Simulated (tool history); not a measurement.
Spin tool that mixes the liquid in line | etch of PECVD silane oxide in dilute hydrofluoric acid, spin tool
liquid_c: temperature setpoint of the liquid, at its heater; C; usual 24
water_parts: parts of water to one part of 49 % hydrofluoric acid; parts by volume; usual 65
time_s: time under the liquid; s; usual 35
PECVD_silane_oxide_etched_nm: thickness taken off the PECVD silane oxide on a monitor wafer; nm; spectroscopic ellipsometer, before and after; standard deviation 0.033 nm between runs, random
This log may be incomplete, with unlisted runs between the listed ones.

run	hour	liquid_c	water_parts	time_s	read-back film thickness of the PECVD silane oxide reference wafer, read on the same gauge (nm)	PECVD_silane_oxide_etched_nm
1	0	24	65	35	139.98	8.35
2	10.2	24	65	35	139.99	8.39
# hour 16.4: gauge calibrated
3	26.8	24	65	35	140.04	8.34
4	47.2	24	65	45	140.01	10.69
5	55	24	65	35	140.03	8.34
6	65.5	24	65	35	140.02	8.28
7	80.7	24	65	35	139.98	8.32
8	94.9	24	65	35	140.01	8.3
9	116.5	24	65	35	140.01	8.26
10	127.5	24	65	35	140.03	8.27
11	142.4	24	65	35	140.01	8.28
# hour 150: hydrofluoric acid flow meter replaced
12	156.5	24	65	35	140.02	8.24
# hour 158: thermometer replaced
13	188.3	20.5	65	20	139.95	3.82
14	197.4	24	55	25	139.99	6.6
# hour 204.2: thermometer replaced, repeated, since the last time left the tool worse
15	207.6	24	65	35	139.97	8.75
16	218.5	25.5	85	50	140.03	9.88
# hour 222: gauge calibrated
17	229.6	24	40	35	140	14.59
18	237.1	24	90	50	140.02	8.75
19	249.1	24	90	50	139.97	8.7
20	258.1	24	65	35	140	8.7
21	271.6	26.5	85	50	139.98	10.2
22	282.3	27.5	75	35	139.96	8.57
23	291.4	25.5	85	50	140	9.81

Branching from run 23: 4 alternative next runs. What would each branch give?
A	291.8	22	65	35	?	?
B	291.8	24	75	35	?	?
C	291.8	24	80	35	?	?
D	291.8	19	75	35	?	?

run	read-back film thickness of the PECVD silane oxide reference wafer, read on the same gauge (nm)	PECVD_silane_oxide_etched_nm
A	140.01	7.98
B	140.01	7.41
C	140.01	6.91
D	140.01	6.03
The same runs, with their run-to-run variation unchanged, on a tool lacking any hidden condition would have given:
run	PECVD_silane_oxide_etched_nm
A	8.13
B	7.55
C	7.04
D	6.15

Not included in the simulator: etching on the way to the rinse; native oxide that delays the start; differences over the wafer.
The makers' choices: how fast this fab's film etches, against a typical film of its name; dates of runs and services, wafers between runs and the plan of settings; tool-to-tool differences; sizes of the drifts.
